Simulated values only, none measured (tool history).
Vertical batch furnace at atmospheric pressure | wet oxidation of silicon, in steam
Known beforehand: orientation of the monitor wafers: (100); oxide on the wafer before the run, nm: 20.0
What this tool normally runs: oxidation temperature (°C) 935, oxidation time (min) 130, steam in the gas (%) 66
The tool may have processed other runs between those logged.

| run | day | oxidation temperature (°C) | oxidation time (min) | steam in the gas (%) | read-back reference wafer on the same gauge, thickness | oxide thickness on the monitor wafer (angstrom) |
|---|---|---|---|---|---|---|
| 1 | 0 | 947 | 130 | 59 | 290.85 | 3328 |
| 2 | 2.325 | 947 | 130 | 59 | 291.17 | 3358.3 |
|  | 2.683 | gauge calibrated |
| 3 | 4.912 | 935 | 130 | 70 | 291.53 | 3393.8 |
| 4 | 7.008 | 935 | 130 | 70 | 290.64 | 3399.4 |
| 5 | 9.375 | 935 | 130 | 66 | 291.1 | 3224.1 |
| 6 | 11.162 | 935 | 130 | 66 | 290.88 | 3218.2 |
| 7 | 16.042 | 935 | 130 | 66 | 291.22 | 3245.3 |
| 8 | 22.054 | 920 | 130 | 66 | 291.39 | 2805.6 |
|  | 23.742 | steam generator serviced |
| 9 | 24.408 | 935 | 130 | 66 | 291.12 | 3123.6 |
|  | 26.354 | thermocouples replaced and temperature profile calibrated |
| 10 | 28.096 | 944 | 102.5 | 66 | 290.68 | 2813.4 |
|  | 28.525 | gauge calibrated |
|  | 29.212 | steam generator serviced, repeated, since the last time left the tool worse |
| 11 | 29.233 | 917 | 130 | 76 | 290.54 | 3200.5 |
| 12 | 31.812 | 924 | 96 | 70 | 291.02 | 2506.1 |
| 13 | 34.079 | 918 | 130 | 66 | 291.05 | 2901.5 |
| 14 | 35.929 | 917 | 157 | 66 | 291.52 | 3312.8 |
| 15 | 38.612 | 935 | 130 | 62 | 291.16 | 3177.8 |
| 16 | 40.608 | 935 | 130 | 66 | 290.73 | 3320.7 |

Subtracting, for every run, the result it would have given without the tool's unlogged condition from the measured result gives the following. The same run-to-run variation enters both numbers; the gauge's scatter may not:
The tool's hidden condition here consists of: true tube temperature minus thermocouple reading, K; steam share off its setpoint, % of the setpoint; gauge reads high (%).
| run | oxide thickness on the monitor wafer (angstrom) |
|---|---|
| 1 | -104.9 |
| 2 | -110.2 |
| 3 | -117.9 |
| 4 | -122.1 |
| 5 | -120.8 |
| 6 | -123.9 |
| 7 | -134.2 |
| 8 | -129.4 |
| 9 | -258.2 |
| 10 | -238.8 |
| 11 | -2 |
| 12 | -5.1 |
| 13 | -9.5 |
| 14 | -14.2 |
| 15 | -17.9 |
| 16 | -22.2 |
